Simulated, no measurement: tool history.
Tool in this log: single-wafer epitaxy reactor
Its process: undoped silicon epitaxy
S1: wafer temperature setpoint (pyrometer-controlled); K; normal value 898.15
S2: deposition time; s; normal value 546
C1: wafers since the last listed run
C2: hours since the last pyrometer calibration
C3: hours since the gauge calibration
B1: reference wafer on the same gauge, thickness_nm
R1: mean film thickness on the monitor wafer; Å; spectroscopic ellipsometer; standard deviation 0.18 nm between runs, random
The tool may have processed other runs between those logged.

{"run": 1, "hour": 0.0, "S1": 898.15, "S2": 546, "C1": 0, "C2": 790.7, "C3": 197.9, "B1": 60.511, "R1": 554.35}
{"run": 2, "hour": 17.5, "S1": 898.15, "S2": 546, "C1": 45, "C2": 808.2, "C3": 215.4, "B1": 60.49, "R1": 558.54}
{"run": 3, "hour": 24.7, "S1": 898.15, "S2": 546, "C1": 18, "C2": 815.4, "C3": 222.6, "B1": 60.513, "R1": 554.17}
{"run": 4, "hour": 40.8, "S1": 905.15, "S2": 618, "C1": 41, "C2": 831.5, "C3": 238.7, "B1": 60.527, "R1": 756.62}
{"run": 5, "hour": 56.2, "S1": 905.15, "S2": 618, "C1": 39, "C2": 846.9, "C3": 254.1, "B1": 60.502, "R1": 755.35}
{"run": 6, "hour": 66.1, "S1": 905.15, "S2": 618, "C1": 25, "C2": 856.8, "C3": 264, "B1": 60.469, "R1": 760.72}
{"run": 7, "hour": 73.9, "S1": 898.15, "S2": 494, "C1": 20, "C2": 864.6, "C3": 271.8, "B1": 60.527, "R1": 502.27}
{"run": 8, "hour": 91.1, "S1": 898.15, "S2": 546, "C1": 44, "C2": 881.8, "C3": 289, "B1": 60.516, "R1": 555.77}
{"run": 9, "hour": 108.7, "S1": 898.15, "S2": 546, "C1": 45, "C2": 899.4, "C3": 306.6, "B1": 60.462, "R1": 555.69}
{"run": 10, "hour": 122.3, "S1": 898.15, "S2": 546, "C1": 35, "C2": 913, "C3": 320.2, "B1": 60.471, "R1": 557.39}
{"run": 11, "hour": 128.3, "S1": 898.15, "S2": 546, "C1": 15, "C2": 919, "C3": 326.2, "B1": 60.498, "R1": 555.49}
{"run": 12, "hour": 140.9, "S1": 898.15, "S2": 546, "C1": 32, "C2": 931.6, "C3": 338.8, "B1": 60.523, "R1": 558.22}
{"run": 13, "hour": 158.1, "S1": 898.15, "S2": 546, "C1": 44, "C2": 948.8, "C3": 356, "B1": 60.505, "R1": 552.33}
{"run": 14, "hour": 175.6, "S1": 898.15, "S2": 465, "C1": 45, "C2": 966.3, "C3": 373.5, "B1": 60.529, "R1": 472.82}
{"run": 15, "hour": 189.2, "S1": 898.15, "S2": 465, "C1": 35, "C2": 979.9, "C3": 387.1, "B1": 60.497, "R1": 474.82}
{"run": 16, "hour": 206.9, "S1": 898.15, "S2": 465, "C1": 45, "C2": 997.6, "C3": 404.8, "B1": 60.525, "R1": 474.68}
{"run": 17, "hour": 219.0, "S1": 898.15, "S2": 546, "C1": 31, "C2": 1009.7, "C3": 416.9, "B1": 60.499, "R1": 557.33}
{"run": 18, "hour": 233.0, "S1": 898.15, "S2": 546, "C1": 36, "C2": 1023.7, "C3": 430.9, "B1": 60.532, "R1": 559.99}
{"run": 19, "hour": 249.0, "S1": 906.15, "S2": 546, "C1": 41, "C2": 1039.7, "C3": 446.9, "B1": 60.531, "R1": 683.03}
{"run": 20, "hour": 263.2, "S1": 906.15, "S2": 546, "C1": 36, "C2": 1053.9, "C3": 461.1, "B1": 60.492, "R1": 680.83}
{"run": 21, "hour": 271.0, "S1": 903.15, "S2": 578, "C1": 20, "C2": 1061.7, "C3": 468.9, "B1": 60.506, "R1": 669.87}
{"run": 22, "hour": 278.5, "S1": 903.15, "S2": 578, "C1": 19, "C2": 1069.2, "C3": 476.4, "B1": 60.52, "R1": 669.22}
{"run": 23, "hour": 286.4, "S1": 903.15, "S2": 578, "C1": 20, "C2": 1077.1, "C3": 484.3, "B1": 60.513, "R1": 670.92}
{"run": 24, "hour": 303.8, "S1": 891.15, "S2": 453, "C1": 45, "C2": 1094.5, "C3": 501.7, "B1": 60.515, "R1": 384.63}
{"run": 25, "hour": 311.1, "S1": 898.15, "S2": 546, "C1": 18, "C2": 1101.8, "C3": 509, "B1": 60.446, "R1": 556.47}
{"run": 26, "hour": 323.9, "S1": 890.15, "S2": 469, "C1": 33, "C2": 1114.6, "C3": 521.8, "B1": 60.49, "R1": 386.26}
{"run": 27, "hour": 334.5, "S1": 888.15, "S2": 481, "C1": 27, "C2": 1125.2, "C3": 532.4, "B1": 60.499, "R1": 375.57}
{"run": 28, "hour": 348.7, "S1": 903.15, "S2": 578, "C1": 36, "C2": 1139.4, "C3": 546.6, "B1": 60.517, "R1": 664.51}
{"run": 29, "hour": 364.8, "S1": 902.15, "S2": 580, "C1": 41, "C2": 1155.5, "C3": 562.7, "B1": 60.483, "R1": 655.7}
{"run": 30, "hour": 380.2, "S1": 911.15, "S2": 468, "C1": 39, "C2": 1170.9, "C3": 578.1, "B1": 60.517, "R1": 670.44}
{"hour": 407.8, "done": "pyrometer calibrated"}
{"run": 31, "hour": 428.5, "S1": 912.15, "S2": 598, "C1": 104, "C2": 20.7, "C3": 626.4, "B1": 60.515, "R1": 875.6}
{"run": 32, "hour": 440.8, "S1": 885.15, "S2": 585, "C1": 31, "C2": 33, "C3": 638.7, "B1": 60.527, "R1": 421.23}
{"hour": 450.5, "done": "gauge calibrated"}
{"run": 33, "hour": 451.5, "S1": 888.15, "S2": 651, "C1": 27, "C2": 43.7, "C3": 1, "B1": 60.514, "R1": 508.73}
{"run": 34, "hour": 459.6, "S1": 886.15, "S2": 476, "C1": 20, "C2": 51.8, "C3": 9.1, "B1": 60.482, "R1": 350.2}
{"run": 35, "hour": 467.9, "S1": 903.15, "S2": 578, "C1": 21, "C2": 60.1, "C3": 17.4, "B1": 60.508, "R1": 667.79}
{"run": 36, "hour": 474.9, "S1": 898.15, "S2": 546, "C1": 18, "C2": 67.1, "C3": 24.4, "B1": 60.469, "R1": 554.17}
{"run": 37, "hour": 488.9, "S1": 898.15, "S2": 546, "C1": 36, "C2": 81.1, "C3": 38.4, "B1": 60.51, "R1": 554.27}
{"run": 38, "hour": 501.4, "S1": 898.15, "S2": 546, "C1": 32, "C2": 93.6, "C3": 50.9, "B1": 60.499, "R1": 554.76}
{"run": 39, "hour": 518.7, "S1": 910.15, "S2": 454, "C1": 44, "C2": 110.9, "C3": 68.2, "B1": 60.475, "R1": 632.78}
{"run": 40, "hour": 533.7, "S1": 888.15, "S2": 546, "C1": 38, "C2": 125.9, "C3": 83.2, "B1": 60.52, "R1": 426.74}
{"run": 41, "hour": 543.9, "S1": 893.15, "S2": 546, "C1": 26, "C2": 136.1, "C3": 93.4, "B1": 60.54, "R1": 488.73}
{"run": 42, "hour": 552.1, "S1": 907.15, "S2": 599, "C1": 21, "C2": 144.3, "C3": 101.6, "B1": 60.519, "R1": 770.84}
{"run": 43, "hour": 565.4, "S1": 898.15, "S2": 628, "C1": 34, "C2": 157.6, "C3": 114.9, "B1": 60.472, "R1": 641.64}
{"run": 44, "hour": 579.2, "S1": 888.15, "S2": 612, "C1": 35, "C2": 171.4, "C3": 128.7, "B1": 60.47, "R1": 478.26}
{"run": 45, "hour": 592.4, "S1": 898.15, "S2": 546, "C1": 34, "C2": 184.6, "C3": 141.9, "B1": 60.527, "R1": 560.22}
{"run": 46, "hour": 598.8, "S1": 898.15, "S2": 546, "C1": 16, "C2": 191, "C3": 148.3, "B1": 60.475, "R1": 553.41}
{"run": 47, "hour": 605.5, "S1": 904.15, "S2": 594, "C1": 17, "C2": 197.7, "C3": 155, "B1": 60.513, "R1": 707.57}

4 options for the next run, each taken on its own from the tool as it stands now. Forecast them:
{"run": "A", "hour": 606.1, "S1": 898.15, "S2": 546, "C1": 1, "C2": 198.3, "C3": 155.6, "B1": "?", "R1": "?"}
{"run": "B", "hour": 606.1, "S1": 887.15, "S2": 582, "C1": 1, "C2": 198.3, "C3": 155.6, "B1": "?", "R1": "?"}
{"run": "C", "hour": 606.1, "S1": 884.15, "S2": 614, "C1": 1, "C2": 198.3, "C3": 155.6, "B1": "?", "R1": "?"}
{"run": "D", "hour": 606.1, "S1": 894.15, "S2": 493, "C1": 1, "C2": 198.3, "C3": 155.6, "B1": "?", "R1": "?"}

run=A B1=60.548 R1=554.86
run=B B1=60.548 R1=441.35
run=C B1=60.548 R1=429.27
run=D B1=60.548 R1=450.84
The same runs, with their run-to-run variation unchanged, on a tool lacking any hidden condition would have given:
run=A R1=554.86
run=B R1=441.35
run=C R1=429.27
run=D R1=450.84
